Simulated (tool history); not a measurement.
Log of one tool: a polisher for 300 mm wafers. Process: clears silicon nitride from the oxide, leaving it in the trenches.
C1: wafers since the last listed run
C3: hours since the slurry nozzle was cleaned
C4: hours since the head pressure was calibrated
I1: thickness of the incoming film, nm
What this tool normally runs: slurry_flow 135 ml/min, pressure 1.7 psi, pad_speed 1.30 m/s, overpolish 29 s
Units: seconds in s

Run 1, day 0.000: usual settings but pad_speed 1.08 m/s; C1 0; wafers polished on this pad 930; C3 21.4; C4 753.5; I1 54.7. Result: seconds 85.9 s.
At day 0.908: worn pad replaced by a new one.
At day 1.817: head pressure recalibrated.
Run 2, day 2.704: usual settings but pad_speed 1.02 m/s; C1 280; wafers polished on this pad 195; C3 86.3; C4 21.3; I1 54.2. Result: seconds 92.2 s.
Run 3, day 4.975: usual settings but slurry_flow 160 ml/min; C1 259; wafers polished on this pad 455; C3 140.8; C4 75.8; I1 55.1. Result: seconds 70.6 s.
At day 8.929: worn pad replaced by a new one.
Run 4, day 11.525: usual settings; C1 730; wafers polished on this pad 297; C3 298.0; C4 233.0; I1 54.6. Result: seconds 72.5 s.
Run 5, day 13.671: usual settings; C1 245; wafers polished on this pad 542; C3 349.5; C4 284.5; I1 54.3. Result: seconds 72.7 s.
Run 6, day 16.650: usual settings; C1 340; wafers polished on this pad 883; C3 421.0; C4 356.0; I1 55.6. Result: seconds 79.4 s.
At day 18.779: slurry nozzle cleaned.
At day 18.871: worn pad replaced by a new one.
Run 7, day 19.158: usual settings; C1 271; wafers polished on this pad 32; C3 9.1; C4 416.2; I1 54.0. Result: seconds 67.9 s.
Run 8, day 21.812: usual settings; C1 303; wafers polished on this pad 336; C3 72.8; C4 479.9; I1 54.6. Result: seconds 70.3 s.
Run 9, day 22.938: usual settings but overpolish 34 s; C1 128; wafers polished on this pad 465; C3 99.8; C4 506.9; I1 54.1. Result: seconds 71.3 s.
Run 10, day 24.442: usual settings but pressure 1.5 psi, pad_speed 1.74 m/s; C1 172; wafers polished on this pad 637; C3 135.9; C4 543.0; I1 54.7. Result: seconds 60.9 s.
Run 11, day 25.958: usual settings but slurry_flow 155 ml/min, pressure 2.3 psi, pad_speed 1.16 m/s; C1 173; wafers polished on this pad 810; C3 172.3; C4 579.4; I1 54.8. Result: seconds 60.3 s.

Estimate the outcome of run 12 from the log above:
Run 12, day 28.838: usual settings but pressure 1.4 psi, overpolish 38 s; C1 329; wafers polished on this pad 1140; C3 241.4; C4 648.5; I1 55.6. Result: seconds ?.

seconds: 97.7 s
Minus the tool's unlogged condition, the same run would have read seconds 89.9 s.

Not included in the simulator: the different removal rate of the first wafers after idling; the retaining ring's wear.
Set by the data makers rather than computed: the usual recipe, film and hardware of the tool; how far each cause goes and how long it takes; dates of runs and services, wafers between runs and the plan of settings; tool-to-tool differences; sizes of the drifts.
